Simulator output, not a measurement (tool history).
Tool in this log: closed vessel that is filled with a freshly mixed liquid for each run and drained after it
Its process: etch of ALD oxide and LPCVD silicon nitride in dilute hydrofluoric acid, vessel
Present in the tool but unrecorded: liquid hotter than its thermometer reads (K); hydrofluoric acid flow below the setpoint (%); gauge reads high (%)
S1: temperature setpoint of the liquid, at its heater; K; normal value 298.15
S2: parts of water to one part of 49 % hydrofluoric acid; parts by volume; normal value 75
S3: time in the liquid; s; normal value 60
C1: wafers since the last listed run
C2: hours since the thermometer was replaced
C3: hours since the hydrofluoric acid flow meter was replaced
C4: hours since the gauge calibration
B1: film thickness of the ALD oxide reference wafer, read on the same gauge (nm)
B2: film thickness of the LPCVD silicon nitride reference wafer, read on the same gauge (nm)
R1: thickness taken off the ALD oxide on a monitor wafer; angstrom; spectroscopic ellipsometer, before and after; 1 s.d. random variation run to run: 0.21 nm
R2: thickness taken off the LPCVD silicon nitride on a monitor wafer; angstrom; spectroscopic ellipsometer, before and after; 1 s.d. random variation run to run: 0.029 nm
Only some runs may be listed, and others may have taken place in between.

Run 1, hour 0: usual settings but S2 60 parts by volume, S3 80 s; C1 0; C2 6.1; C3 1402.6; C4 41.7; B1 39.93; B2 69.95. Result: R1 511.2 angstrom, R2 6.96 angstrom.
Run 2, hour 25.8: usual settings but S2 60 parts by volume, S3 80 s; C1 2078; C2 31.9; C3 1428.4; C4 67.5; B1 39.89; B2 69.84. Result: R1 505.3 angstrom, R2 6.27 angstrom.
Run 3, hour 41.4: usual settings but S2 60 parts by volume, S3 80 s; C1 1256; C2 47.5; C3 1444; C4 83.1; B1 39.86; B2 69.74. Result: R1 513.3 angstrom, R2 5.79 angstrom.
Run 4, hour 55.1: usual settings but S1 300.65 K, S3 30 s; C1 1103; C2 61.2; C3 1457.7; C4 96.8; B1 39.81; B2 69.694. Result: R1 165.7 angstrom, R2 2.27 angstrom.
Run 5, hour 158.1: usual settings but S3 80 s; C1 8297; C2 164.2; C3 1560.7; C4 199.8; B1 39.6; B2 69.25. Result: R1 392.5 angstrom, R2 5.52 angstrom.
Run 6, hour 178.1: usual settings but S1 301.65 K, S2 50 parts by volume, S3 90 s; C1 1611; C2 184.2; C3 1580.7; C4 219.8; B1 39.54; B2 69.22. Result: R1 792.8 angstrom, R2 9.82 angstrom.
Run 7, hour 208.8: usual settings; C1 2473; C2 214.9; C3 1611.4; C4 250.5; B1 39.48; B2 69.083. Result: R1 292.4 angstrom, R2 3.68 angstrom.
Run 8, hour 240: usual settings but S1 296.15 K, S2 95 parts by volume, S3 75 s; C1 2513; C2 246.1; C3 1642.6; C4 281.7; B1 39.44; B2 69.002. Result: R1 258.8 angstrom, R2 3.32 angstrom.
Run 9, hour 267.2: usual settings but S2 45 parts by volume; C1 2191; C2 273.3; C3 1669.8; C4 308.9; B1 39.38; B2 68.906. Result: R1 510.4 angstrom, R2 6.07 angstrom.
Run 10, hour 283.4: usual settings but S1 300.65 K; C1 1305; C2 289.5; C3 1686; C4 325.1; B1 39.35; B2 68.889. Result: R1 321.8 angstrom, R2 3.93 angstrom.
Run 11, hour 300.1: usual settings but S1 296.65 K, S2 100 parts by volume; C1 1345; C2 306.2; C3 1702.7; C4 341.8; B1 39.32; B2 68.844. Result: R1 200 angstrom, R2 3.12 angstrom.
Run 12, hour 317.1: usual settings; C1 1369; C2 323.2; C3 1719.7; C4 358.8; B1 39.31; B2 68.8. Result: R1 295.9 angstrom, R2 3.49 angstrom.
Run 13, hour 331.4: usual settings but S2 55 parts by volume, S3 90 s; C1 1151; C2 337.5; C3 1734; C4 373.1; B1 39.3; B2 68.781. Result: R1 615.6 angstrom, R2 8.03 angstrom.
Run 14, hour 352.2: usual settings but S1 302.65 K; C1 1675; C2 358.3; C3 1754.8; C4 393.9; B1 39.26; B2 68.724. Result: R1 348.2 angstrom, R2 5.41 angstrom.
Run 15, hour 379.2: usual settings but S1 296.65 K, S3 75 s; C1 2175; C2 385.3; C3 1781.8; C4 420.9; B1 39.25; B2 68.667. Result: R1 345.6 angstrom, R2 3.96 angstrom.
Run 16, hour 408.2: usual settings but S1 296.65 K, S2 60 parts by volume, S3 40 s; C1 2336; C2 414.3; C3 1810.8; C4 449.9; B1 39.22; B2 68.646. Result: R1 236.4 angstrom, R2 3.01 angstrom.
Run 17, hour 421.1: usual settings but S1 295.15 K, S2 90 parts by volume; C1 1039; C2 427.2; C3 1823.7; C4 462.8; B1 39.18; B2 68.583. Result: R1 212.7 angstrom, R2 2.53 angstrom.
At hour 427.5: hydrofluoric acid flow meter replaced.
Run 18, hour 440.8: usual settings but S1 295.65 K, S2 85 parts by volume, S3 75 s; C1 1506; C2 446.9; C3 13.3; C4 482.5; B1 39.21; B2 68.579. Result: R1 285.7 angstrom, R2 3.6 angstrom.
Run 19, hour 474.3: usual settings but S1 299.65 K, S2 100 parts by volume, S3 40 s; C1 2698; C2 480.4; C3 46.8; C4 516; B1 39.14; B2 68.523. Result: R1 151.8 angstrom, R2 2.27 angstrom.
Run 20, hour 488.5: usual settings but S3 40 s; C1 1143; C2 494.6; C3 61; C4 530.2; B1 39.14; B2 68.477. Result: R1 195.1 angstrom, R2 2.55 angstrom.
Run 21, hour 517: usual settings but S2 95 parts by volume, S3 80 s; C1 2295; C2 523.1; C3 89.5; C4 558.7; B1 39.09; B2 68.451. Result: R1 299.4 angstrom, R2 4.37 angstrom.
Run 22, hour 552.8: usual settings; C1 2883; C2 558.9; C3 125.3; C4 594.5; B1 39.04; B2 68.388. Result: R1 293.6 angstrom, R2 3.56 angstrom.
Run 23, hour 581.5: usual settings but S2 90 parts by volume, S3 90 s; C1 2312; C2 587.6; C3 154; C4 623.2; B1 39.04; B2 68.379. Result: R1 359 angstrom, R2 5.15 angstrom.
Run 24, hour 614.6: usual settings but S1 301.15 K, S2 35 parts by volume, S3 45 s; C1 2666; C2 620.7; C3 187.1; C4 656.3; B1 39.01; B2 68.325. Result: R1 557.2 angstrom, R2 7.94 angstrom.
Run 25, hour 633: usual settings but S1 294.15 K, S2 110 parts by volume, S3 40 s; C1 1482; C2 639.1; C3 205.5; C4 674.7; B1 39.01; B2 68.322. Result: R1 107.9 angstrom, R2 1.28 angstrom.
Run 26, hour 652.6: usual settings but S1 296.65 K, S3 75 s; C1 1578; C2 658.7; C3 225.1; C4 694.3; B1 39.04; B2 68.284. Result: R1 344.6 angstrom, R2 4.7 angstrom.

Forecast each of these 4 alternatives for the next run:
Run A, hour 653.3: usual settings; C1 56; C2 659.4; C3 225.8; C4 695; B1 ?; B2 ?. Result: R1 ?, R2 ?.
Run B, hour 653.3: usual settings but S1 294.15 K, S2 45 parts by volume, S3 30 s; C1 56; C2 659.4; C3 225.8; C4 695; B1 ?; B2 ?. Result: R1 ?, R2 ?.
Run C, hour 653.3: usual settings but S2 65 parts by volume, S3 80 s; C1 56; C2 659.4; C3 225.8; C4 695; B1 ?; B2 ?. Result: R1 ?, R2 ?.
Run D, hour 653.3: usual settings but S1 302.65 K, S2 110 parts by volume; C1 56; C2 659.4; C3 225.8; C4 695; B1 ?; B2 ?. Result: R1 ?, R2 ?.

run  B1      B2     R1    R2
  A  39  68.286  292.7  3.88
  B  39  68.286  214.9  2.44
  C  39  68.286  456.3  5.96
  D  39  68.286  226.6  3.54
Take away the tool's hidden state, keep each run's random variation, and the runs would have read:
run     R1    R2
  A    300  3.98
  B  220.3   2.5
  C  467.7  6.11
  D  232.3  3.63

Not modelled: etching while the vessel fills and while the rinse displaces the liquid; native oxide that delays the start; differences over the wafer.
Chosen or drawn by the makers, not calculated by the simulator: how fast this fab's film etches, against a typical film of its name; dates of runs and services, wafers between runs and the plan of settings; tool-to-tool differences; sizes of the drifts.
